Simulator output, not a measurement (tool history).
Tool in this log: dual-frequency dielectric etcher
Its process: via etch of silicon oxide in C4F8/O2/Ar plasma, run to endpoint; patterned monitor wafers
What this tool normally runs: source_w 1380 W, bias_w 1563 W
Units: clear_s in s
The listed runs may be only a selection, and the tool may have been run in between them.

run,hour,source_w,bias_w,"incoming incoming film thickness, nm",clear_s
1,0.0,1190,1563,1463.8,400.3
2,10.5,1380,1563,1494.2,369.4
3,18.2,1380,1563,1480.3,364.2
4,33.3,1380,1563,1484.0,367.2
5,43.5,1380,1563,1473.4,361.6
6,52.3,1380,1563,1474.0,365.2
7,69.3,1380,1318,1481.9,381.3
8,86.1,1380,1659,1476.8,358.9
9,97.0,1380,1563,1468.8,365.3
10,109.4,1380,1563,1492.4,366.3
# hour 139.5: upper electrode replaced
# hour 147.3: wet clean of the chamber
11,147.8,1380,1563,1471.8,367.9
12,148.2,1380,1563,1462.3,363.4
13,152.5,1380,1563,1483.2,365.8
14,159.2,1480,1563,1491.6,354.1
15,175.5,1480,1563,1486.9,351.9
16,192.9,1380,1563,1479.7,366.7
17,206.2,1170,1433,1479.7,412.3
18,213.8,1380,1563,1478.6,363.6
19,228.6,1260,1563,1478.9,384.1
20,241.4,1200,1563,1477.6,398.3
21,247.5,1380,1563,1489.7,366.5
22,264.8,1580,1235,1478.1,355.9
# hour 270.6: bias power generator calibrated
23,282.7,1200,1563,1489.3,405.8
24,300.4,1380,1563,1485.9,367.1
25,315.0,1600,1219,1486.2,364.3
# hour 345.6: source power generator calibrated
26,361.2,1690,1418,1495.7,341.6
27,368.3,1380,1563,1480.7,364.8
28,377.0,1090,1695,1499.7,418.0
29,394.0,1490,1849,1477.6,329.0
30,401.4,1220,1770,1485.4,375.7
31,418.2,1380,1286,1485.5,383.9
32,435.5,1380,1831,1484.5,348.6
33,442.5,1380,1402,1489.8,376.7
34,456.2,1380,1563,1485.4,365.7
35,465.5,1380,1563,1471.5,366.1

List, for all runs, the conditions of the tool that the log does not record:
etch rate over this chamber's usual, %: 0 in every run
source power that arrives over what is set, %: 0 in every run
bias power that arrives over what is set, %: 0 in every run
